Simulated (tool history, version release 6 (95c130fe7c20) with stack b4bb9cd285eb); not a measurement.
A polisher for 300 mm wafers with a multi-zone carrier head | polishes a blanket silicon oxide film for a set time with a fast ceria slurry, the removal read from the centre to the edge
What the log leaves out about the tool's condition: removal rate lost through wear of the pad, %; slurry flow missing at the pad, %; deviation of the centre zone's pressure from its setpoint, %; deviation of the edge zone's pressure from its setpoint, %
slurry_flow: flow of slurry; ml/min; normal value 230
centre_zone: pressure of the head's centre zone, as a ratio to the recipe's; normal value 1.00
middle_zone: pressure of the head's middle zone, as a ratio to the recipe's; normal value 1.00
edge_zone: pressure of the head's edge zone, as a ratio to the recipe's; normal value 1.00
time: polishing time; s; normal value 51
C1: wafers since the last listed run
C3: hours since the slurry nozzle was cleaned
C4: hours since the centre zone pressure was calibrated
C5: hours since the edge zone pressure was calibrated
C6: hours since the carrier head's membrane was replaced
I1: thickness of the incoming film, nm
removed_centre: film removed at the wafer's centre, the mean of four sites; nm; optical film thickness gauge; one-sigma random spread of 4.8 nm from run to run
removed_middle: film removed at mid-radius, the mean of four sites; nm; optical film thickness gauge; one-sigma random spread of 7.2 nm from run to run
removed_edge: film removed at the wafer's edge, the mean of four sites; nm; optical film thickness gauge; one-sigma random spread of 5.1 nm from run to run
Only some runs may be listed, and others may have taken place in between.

Run 1, day 0.000: usual settings; C1 0; wafers polished on this pad 530; C3 157.1; C4 55.1; C5 325.6; C6 59.4; I1 4067.4. Result: removed_centre 538.1 nm, removed_middle 528.5 nm, removed_edge 547.7 nm.
At day 0.358: edge zone pressure recalibrated.
Run 2, day 0.621: usual settings but centre_zone 1.02; C1 119; wafers polished on this pad 650; C3 172.0; C4 70.0; C5 6.3; C6 74.3; I1 4077.6. Result: removed_centre 549.5 nm, removed_middle 511.5 nm, removed_edge 540.8 nm.
At day 0.862: worn pad replaced by a new one.
Run 3, day 1.292: usual settings; C1 111; wafers polished on this pad 94; C3 188.1; C4 86.1; C5 22.4; C6 90.4; I1 3981.6. Result: removed_centre 533.4 nm, removed_middle 522.5 nm, removed_edge 533.2 nm.
Run 4, day 1.642: usual settings but centre_zone 1.07, time 44 s; C1 77; wafers polished on this pad 172; C3 196.5; C4 94.5; C5 30.8; C6 98.8; I1 4086.1. Result: removed_centre 500.6 nm, removed_middle 444.5 nm, removed_edge 468.0 nm.
Run 5, day 2.212: usual settings; C1 126; wafers polished on this pad 299; C3 210.2; C4 108.2; C5 44.5; C6 112.5; I1 4029.1. Result: removed_centre 536.6 nm, removed_middle 513.6 nm, removed_edge 544.0 nm.
Run 6, day 2.579: usual settings; C1 81; wafers polished on this pad 380; C3 219.0; C4 117.0; C5 53.3; C6 121.3; I1 4055.4. Result: removed_centre 540.9 nm, removed_middle 509.2 nm, removed_edge 532.9 nm.
Run 7, day 3.000: usual settings but middle_zone 1.07; C1 93; wafers polished on this pad 474; C3 229.1; C4 127.1; C5 63.4; C6 131.4; I1 4018.6. Result: removed_centre 537.2 nm, removed_middle 542.3 nm, removed_edge 536.0 nm.
Run 8, day 3.267: usual settings but slurry_flow 255 ml/min, centre_zone 1.06, middle_zone 1.07; C1 59; wafers polished on this pad 533; C3 235.5; C4 133.5; C5 69.8; C6 137.8; I1 4032.2. Result: removed_centre 578.8 nm, removed_middle 533.6 nm, removed_edge 540.5 nm.
Run 9, day 3.662: usual settings but middle_zone 0.94, edge_zone 0.96; C1 87; wafers polished on this pad 621; C3 245.0; C4 143.0; C5 79.3; C6 147.3; I1 3976.2. Result: removed_centre 530.8 nm, removed_middle 480.6 nm, removed_edge 517.1 nm.
Run 10, day 4.008: usual settings but centre_zone 1.07, middle_zone 1.07, time 45 s; C1 76; wafers polished on this pad 698; C3 253.3; C4 151.3; C5 87.6; C6 155.6; I1 4067.2. Result: removed_centre 509.8 nm, removed_middle 463.0 nm, removed_edge 475.7 nm.
At day 4.988: slurry nozzle cleaned.
At day 5.367: worn pad replaced by a new one.
Run 11, day 5.479: usual settings; C1 280; wafers polished on this pad 25; C3 11.8; C4 186.6; C5 122.9; C6 190.9; I1 4018.3. Result: removed_centre 575.5 nm, removed_middle 537.2 nm, removed_edge 557.3 nm.
Run 12, day 6.117: usual settings but edge_zone 1.07, time 45 s; C1 141; wafers polished on this pad 166; C3 27.1; C4 201.9; C5 138.2; C6 206.2; I1 3992.0. Result: removed_centre 499.5 nm, removed_middle 463.2 nm, removed_edge 505.4 nm.
Run 13, day 6.679: usual settings but slurry_flow 165 ml/min, centre_zone 1.09, edge_zone 1.12; C1 124; wafers polished on this pad 291; C3 40.6; C4 215.4; C5 151.7; C6 219.7; I1 3998.6. Result: removed_centre 606.3 nm, removed_middle 516.8 nm, removed_edge 569.4 nm.
Run 14, day 7.392: usual settings; C1 158; wafers polished on this pad 449; C3 57.7; C4 232.5; C5 168.8; C6 236.8; I1 3976.5. Result: removed_centre 571.8 nm, removed_middle 536.1 nm, removed_edge 548.4 nm.
Run 15, day 7.879: usual settings; C1 108; wafers polished on this pad 558; C3 69.4; C4 244.2; C5 180.5; C6 248.5; I1 3933.0. Result: removed_centre 574.6 nm, removed_middle 516.3 nm, removed_edge 548.5 nm.
Run 16, day 8.608: usual settings but slurry_flow 250 ml/min; C1 161; wafers polished on this pad 720; C3 86.9; C4 261.7; C5 198.0; C6 266.0; I1 4007.8. Result: removed_centre 583.5 nm, removed_middle 544.4 nm, removed_edge 558.7 nm.
At day 9.088: worn pad replaced by a new one.
Run 17, day 9.108: usual settings; C1 74; wafers polished on this pad 4; C3 98.9; C4 273.7; C5 210.0; C6 278.0; I1 3959.2. Result: removed_centre 585.9 nm, removed_middle 527.4 nm, removed_edge 548.6 nm.
Run 18, day 9.583: usual settings but slurry_flow 295 ml/min, time 61 s; C1 105; wafers polished on this pad 110; C3 110.3; C4 285.1; C5 221.4; C6 289.4; I1 4018.1. Result: removed_centre 711.1 nm, removed_middle 668.2 nm, removed_edge 663.4 nm.
Run 19, day 9.950: usual settings but time 42 s; C1 81; wafers polished on this pad 191; C3 119.1; C4 293.9; C5 230.2; C6 298.2; I1 4005.8. Result: removed_centre 480.3 nm, removed_middle 442.7 nm, removed_edge 446.6 nm.
Run 20, day 10.592: usual settings but slurry_flow 280 ml/min, centre_zone 1.06, time 65 s; C1 142; wafers polished on this pad 334; C3 134.5; C4 309.3; C5 245.6; C6 313.6; I1 3915.9. Result: removed_centre 801.7 nm, removed_middle 660.6 nm, removed_edge 703.1 nm.
Run 21, day 10.971: usual settings; C1 84; wafers polished on this pad 418; C3 143.6; C4 318.4; C5 254.7; C6 322.7; I1 4040.3. Result: removed_centre 586.1 nm, removed_middle 522.3 nm, removed_edge 550.6 nm.

What if the next run were any one of these 5? Each begins from the tool's condition after run 21:
Run A, day 10.988: usual settings but time 41 s; C1 3; wafers polished on this pad 422; C3 144.0; C4 318.8; C5 255.1; C6 323.1; I1 3984.0. Result: removed_centre ?, removed_middle ?, removed_edge ?.
Run B, day 10.988: usual settings but middle_zone 0.90, edge_zone 0.93; C1 3; wafers polished on this pad 422; C3 144.0; C4 318.8; C5 255.1; C6 323.1; I1 3984.0. Result: removed_centre ?, removed_middle ?, removed_edge ?.
Run C, day 10.988: usual settings but edge_zone 1.05; C1 3; wafers polished on this pad 422; C3 144.0; C4 318.8; C5 255.1; C6 323.1; I1 3984.0. Result: removed_centre ?, removed_middle ?, removed_edge ?.
Run D, day 10.988: usual settings but middle_zone 1.11; C1 3; wafers polished on this pad 422; C3 144.0; C4 318.8; C5 255.1; C6 323.1; I1 3984.0. Result: removed_centre ?, removed_middle ?, removed_edge ?.
Run E, day 10.988: usual settings but slurry_flow 265 ml/min, centre_zone 0.91, edge_zone 0.93; C1 3; wafers polished on this pad 422; C3 144.0; C4 318.8; C5 255.1; C6 323.1; I1 3984.0. Result: removed_centre ?, removed_middle ?, removed_edge ?.

run  removed_centre  removed_middle  removed_edge
  A           463.1           416.0         447.2
  B           575.8           485.8         540.4
  C           576.1           517.5         568.0
  D           576.4           552.4         555.7
  E           531.8           524.6         545.2
Stripped of hidden state, with their random variation kept, the same runs would have yielded:
run  removed_centre  removed_middle  removed_edge
  A           434.5           421.4         451.4
  B           540.2           492.0         545.4
  C           540.5           524.1         573.2
  D           540.8           559.5         560.9
  E           498.1           530.8         549.8
